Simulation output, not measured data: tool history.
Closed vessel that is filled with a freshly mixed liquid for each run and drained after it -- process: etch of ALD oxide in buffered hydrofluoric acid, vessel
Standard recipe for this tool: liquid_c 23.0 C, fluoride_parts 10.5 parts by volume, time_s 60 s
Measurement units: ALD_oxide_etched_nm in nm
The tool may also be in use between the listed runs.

| run | hour | liquid_c | fluoride_parts | time_s | read-back film thickness of the ALD oxide reference wafer, read on the same gauge (nm) | ALD_oxide_etched_nm |
|---|---|---|---|---|---|---|
| 1 | 0.0 | 23.0 | 10.5 | 60 | 127.61 | 145.31 |
| 2 | 40.5 | 23.0 | 10.5 | 60 | 127.41 | 146.94 |
| 3 | 65.9 | 23.0 | 10.5 | 60 | 127.27 | 143.71 |
| 4 | 124.7 | 23.0 | 10.5 | 60 | 127.00 | 143.18 |
| 5 | 159.5 | 23.0 | 10.5 | 60 | 126.80 | 145.30 |
| 6 | 218.6 | 23.0 | 10.5 | 60 | 126.52 | 144.48 |
| 7 | 289.7 | 23.0 | 10.5 | 60 | 126.13 | 141.66 |
| 8 | 313.9 | 24.5 | 10.5 | 60 | 126.01 | 155.07 |
| 9 | 347.1 | 23.0 | 10.5 | 40 | 125.86 | 93.11 |
| 10 | 377.0 | 23.0 | 10.5 | 40 | 125.71 | 94.52 |
| 11 | 422.2 | 23.0 | 10.5 | 60 | 125.47 | 140.88 |
| 12 | 494.0 | 23.0 | 10.5 | 60 | 125.12 | 141.84 |
| 13 | 536.7 | 25.5 | 10.5 | 60 | 124.90 | 165.37 |
| 14 | 602.3 | 25.5 | 10.5 | 60 | 124.55 | 159.14 |
| 15 | 651.7 | 23.0 | 10.5 | 60 | 124.31 | 137.24 |
| 16 | 696.4 | 23.0 | 10.5 | 60 | 124.08 | 140.62 |
| 17 | 731.2 | 23.0 | 10.5 | 60 | 123.88 | 141.99 |
| 18 | 799.6 | 23.0 | 10.5 | 60 | 123.58 | 139.77 |
| 19 | 860.3 | 21.0 | 8.5 | 60 | 123.25 | 148.71 |
|  | 874.8 | thermometer replaced |
|  | 934.8 | hydrofluoric acid flow meter replaced |
| 20 | 938.8 | 23.0 | 14.0 | 60 | 122.85 | 105.75 |
| 21 | 986.1 | 24.5 | 10.5 | 45 | 122.63 | 112.76 |
| 22 | 1032.8 | 23.0 | 10.5 | 45 | 122.36 | 104.37 |
|  | 1081.4 | gauge calibrated |
| 23 | 1086.1 | 25.0 | 13.0 | 80 | 129.53 | 175.79 |
| 24 | 1134.6 | 19.0 | 10.5 | 50 | 129.32 | 97.09 |
| 25 | 1159.6 | 20.5 | 10.5 | 60 | 129.18 | 124.19 |
| 26 | 1190.5 | 20.0 | 14.5 | 90 | 129.01 | 132.41 |
| 27 | 1247.0 | 23.0 | 10.5 | 60 | 128.74 | 146.45 |
| 28 | 1306.1 | 26.0 | 8.5 | 30 | 128.45 | 104.09 |

Estimate the outcome of run 29 from the log above:
| 29 | 1348.8 | 26.5 | 10.5 | 60 | ? | ? |

Run 29 produced read-back film thickness of the ALD oxide reference wafer, read on the same gauge (nm) 128.21, ALD_oxide_etched_nm 173.55 nm.
Had the tool carried no hidden state, the very same run would have given ALD_oxide_etched_nm 175.96 nm.

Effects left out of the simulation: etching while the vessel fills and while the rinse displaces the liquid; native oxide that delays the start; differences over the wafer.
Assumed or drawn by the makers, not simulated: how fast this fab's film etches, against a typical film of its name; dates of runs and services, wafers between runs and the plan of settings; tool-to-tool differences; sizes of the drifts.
